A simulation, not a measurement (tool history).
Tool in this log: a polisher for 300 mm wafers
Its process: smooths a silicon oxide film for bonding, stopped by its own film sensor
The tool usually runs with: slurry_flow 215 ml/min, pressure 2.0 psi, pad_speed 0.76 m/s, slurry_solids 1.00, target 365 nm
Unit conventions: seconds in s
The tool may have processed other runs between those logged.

| run | hour | slurry_flow | pressure | pad_speed | slurry_solids | target | wafers since the last listed run | wafers polished on this pad | hours since the slurry nozzle was cleaned | hours since the head pressure was calibrated | hours since the slurry blender was calibrated | incoming thickness of the incoming film, nm | seconds |
|---|---|---|---|---|---|---|---|---|---|---|---|---|---|
| 1 | 0.0 | 215 | 2.0 | 0.76 | 1.00 | 365 | 0 | 3230 | 438.1 | 554.9 | 409.0 | 424.8 | 81.2 |
|  | 79.6 | worn pad replaced by a new one |
| 2 | 96.8 | 215 | 2.0 | 0.76 | 1.00 | 365 | 500 | 92 | 534.9 | 651.7 | 505.8 | 419.2 | 72.2 |
| 3 | 199.3 | 215 | 2.0 | 0.76 | 1.00 | 365 | 552 | 644 | 637.4 | 754.2 | 608.3 | 415.6 | 65.1 |
|  | 306.6 | slurry nozzle cleaned |
|  | 351.6 | head pressure recalibrated |
|  | 390.8 | slurry blender recalibrated |
| 4 | 459.4 | 215 | 2.0 | 0.76 | 1.00 | 365 | 1374 | 2019 | 152.8 | 107.8 | 68.6 | 416.9 | 72.0 |
| 5 | 550.6 | 215 | 2.0 | 0.76 | 1.00 | 365 | 491 | 2510 | 244.0 | 199.0 | 159.8 | 417.6 | 74.5 |
| 6 | 607.7 | 215 | 2.0 | 0.76 | 1.00 | 365 | 307 | 2818 | 301.1 | 256.1 | 216.9 | 414.9 | 68.4 |
| 7 | 709.0 | 215 | 2.0 | 0.76 | 1.00 | 365 | 545 | 3364 | 402.4 | 357.4 | 318.2 | 429.1 | 89.8 |
|  | 761.7 | worn pad replaced by a new one |
| 8 | 766.6 | 215 | 2.0 | 0.76 | 1.00 | 365 | 288 | 26 | 460.0 | 415.0 | 375.8 | 416.3 | 70.9 |
| 9 | 845.0 | 140 | 1.5 | 0.88 | 1.00 | 365 | 422 | 448 | 538.4 | 493.4 | 454.2 | 417.8 | 90.7 |
| 10 | 899.0 | 215 | 2.0 | 0.76 | 1.00 | 377 | 290 | 739 | 592.4 | 547.4 | 508.2 | 418.4 | 56.8 |
| 11 | 987.9 | 215 | 2.0 | 0.76 | 0.75 | 365 | 479 | 1218 | 681.3 | 636.3 | 597.1 | 417.0 | 78.1 |
|  | 1099.4 | slurry nozzle cleaned |
|  | 1144.8 | slurry blender recalibrated |
| 12 | 1157.5 | 270 | 2.5 | 0.76 | 1.00 | 365 | 897 | 2116 | 58.1 | 805.9 | 12.7 | 414.1 | 48.9 |
| 13 | 1224.0 | 215 | 2.7 | 0.76 | 0.80 | 380 | 358 | 2474 | 124.6 | 872.4 | 79.2 | 422.3 | 44.9 |
| 14 | 1271.3 | 215 | 2.0 | 0.76 | 1.00 | 365 | 254 | 2729 | 171.9 | 919.7 | 126.5 | 414.9 | 65.1 |
|  | 1300.5 | head pressure recalibrated |
| 15 | 1369.1 | 155 | 2.0 | 0.88 | 1.00 | 365 | 516 | 3245 | 269.7 | 68.6 | 224.3 | 418.1 | 70.0 |
| 16 | 1422.9 | 215 | 2.0 | 0.64 | 0.90 | 365 | 289 | 3535 | 323.5 | 122.4 | 278.1 | 414.4 | 82.6 |
|  | 1476.0 | worn pad replaced by a new one |
| 17 | 1488.6 | 215 | 1.7 | 0.76 | 1.00 | 358 | 332 | 67 | 389.2 | 188.1 | 343.8 | 420.4 | 102.9 |
| 18 | 1557.0 | 215 | 1.8 | 0.76 | 1.00 | 348 | 368 | 436 | 457.6 | 256.5 | 412.2 | 414.7 | 101.3 |
| 19 | 1646.2 | 215 | 2.0 | 0.76 | 1.00 | 365 | 480 | 917 | 546.8 | 345.7 | 501.4 | 416.4 | 69.5 |
| 20 | 1692.2 | 215 | 2.0 | 0.76 | 1.00 | 365 | 247 | 1164 | 592.8 | 391.7 | 547.4 | 415.7 | 69.1 |
| 21 | 1767.7 | 265 | 2.7 | 0.60 | 1.00 | 365 | 406 | 1571 | 668.3 | 467.2 | 622.9 | 413.7 | 57.3 |
| 22 | 1813.0 | 215 | 2.0 | 0.76 | 1.00 | 365 | 244 | 1815 | 713.6 | 512.5 | 668.2 | 423.0 | 78.4 |
| 23 | 1877.4 | 215 | 2.7 | 0.76 | 0.80 | 380 | 346 | 2162 | 778.0 | 576.9 | 732.6 | 419.7 | 41.7 |
|  | 1885.7 | slurry nozzle cleaned |
|  | 1921.6 | slurry blender recalibrated |
| 24 | 1944.8 | 215 | 2.0 | 0.76 | 1.00 | 365 | 346 | 2509 | 59.1 | 644.3 | 23.2 | 416.3 | 66.4 |
| 25 | 2018.0 | 215 | 2.0 | 0.76 | 1.00 | 365 | 394 | 2904 | 132.3 | 717.5 | 96.4 | 418.6 | 68.0 |
| 26 | 2083.7 | 215 | 2.0 | 0.76 | 1.00 | 365 | 354 | 3258 | 198.0 | 783.2 | 162.1 | 421.4 | 73.1 |
| 27 | 2170.2 | 155 | 1.5 | 0.66 | 1.10 | 365 | 466 | 3724 | 284.5 | 869.7 | 248.6 | 421.6 | 107.5 |
|  | 2199.2 | worn pad replaced by a new one |
| 28 | 2229.9 | 280 | 2.0 | 0.76 | 1.00 | 383 | 300 | 165 | 344.2 | 929.4 | 308.3 | 419.7 | 44.2 |
| 29 | 2325.7 | 215 | 1.3 | 0.76 | 1.00 | 365 | 516 | 681 | 440.0 | 1025.2 | 404.1 | 425.3 | 113.3 |

Predict each of these 5 candidate next runs independently; none follows another, all start after run 29:
| A | 2326.2 | 215 | 2.0 | 0.76 | 1.00 | 380 | 2 | 684 | 440.5 | 1025.7 | 404.6 | 422.4 | ? |
| B | 2326.2 | 180 | 2.0 | 0.76 | 1.25 | 352 | 2 | 684 | 440.5 | 1025.7 | 404.6 | 422.4 | ? |
| C | 2326.2 | 215 | 2.6 | 0.58 | 0.90 | 365 | 2 | 684 | 440.5 | 1025.7 | 404.6 | 422.4 | ? |
| D | 2326.2 | 215 | 2.0 | 0.66 | 1.25 | 365 | 2 | 684 | 440.5 | 1025.7 | 404.6 | 422.4 | ? |
| E | 2326.2 | 215 | 2.3 | 0.76 | 1.20 | 373 | 2 | 684 | 440.5 | 1025.7 | 404.6 | 422.4 | ? |

| run | seconds |
|---|---|
| A | 53.3 |
| B | 82.7 |
| C | 72.4 |
| D | 73.5 |
| E | 49.9 |
Take away the tool's hidden state, keep each run's random variation, and the runs would have read:
| run | seconds |
|---|---|
| A | 62.2 |
| B | 96.4 |
| C | 84.4 |
| D | 85.7 |
| E | 58.2 |
